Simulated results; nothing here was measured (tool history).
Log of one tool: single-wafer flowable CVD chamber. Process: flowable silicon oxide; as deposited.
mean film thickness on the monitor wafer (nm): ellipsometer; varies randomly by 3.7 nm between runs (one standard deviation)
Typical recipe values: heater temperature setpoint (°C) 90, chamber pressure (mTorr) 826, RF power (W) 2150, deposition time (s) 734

run,hour,heater temperature setpoint (°C),chamber pressure (mTorr),RF power (W),deposition time (s),"read-back reference wafer on the same gauge, thickness_nm",mean film thickness on the monitor wafer (nm)
1,0,90,826,2150,693,696.234,647.177
2,71.6,90,826,2150,693,699.609,651.016
3,168,94,826,2150,734,700.033,605.458
4,252.1,90,826,2150,734,700.54,701.551
5,335.1,90,826,2150,734,702.018,701.59
6,386.4,90,826,2150,734,703.819,698.927
7,680,90,826,2150,734,706.721,701.966
8,727,90,826,2150,734,706.642,699.142
9,773.2,90,735,2150,734,708.918,623.725
# hour 843.2: thermocouple changed; heater temperature recalibrated
10,855,90,735,2150,734,707.629,626.796
11,920.4,90,826,2150,632,709.989,606.092
# hour 1048.6: capacitance manometer re-zeroed and calibrated
12,1094.5,90,826,2150,632,710.656,608.199
13,1143.2,90,826,2150,632,707.886,605.249
14,1183.9,90,826,2265,734,709.797,711.6
15,1224.3,90,826,2150,734,710.127,712.01
# hour 1269.6: showerhead replaced
16,1299.9,78,704,2150,734,710.808,870.866
17,1391.1,90,826,2150,734,709.964,704.36
# hour 1402.6: gauge calibrated
# hour 1448.3: RF generator calibrated
18,1481.7,90,826,2150,734,682.998,678.45
19,1698.3,90,826,2150,693,692.261,650.401
20,1800.6,90,937,2150,734,695.292,782.611
21,2063.4,105,905,2150,836,702.556,508.743
22,2144.4,90,1001,2460,734,703.622,865.739
23,2250.3,90,929,1880,734,704.999,756.789
24,2338.5,80,676,2150,734,707.186,785.192

What will run 25 give?
25,2423.5,78,658,1850,734,?,?

For run 25 the tool returned read-back reference wafer on the same gauge, thickness_nm 707.1, mean film thickness on the monitor wafer (nm) 780.825.
Had the tool carried no hidden state, the very same run would have given mean film thickness on the monitor wafer (nm) 745.926.

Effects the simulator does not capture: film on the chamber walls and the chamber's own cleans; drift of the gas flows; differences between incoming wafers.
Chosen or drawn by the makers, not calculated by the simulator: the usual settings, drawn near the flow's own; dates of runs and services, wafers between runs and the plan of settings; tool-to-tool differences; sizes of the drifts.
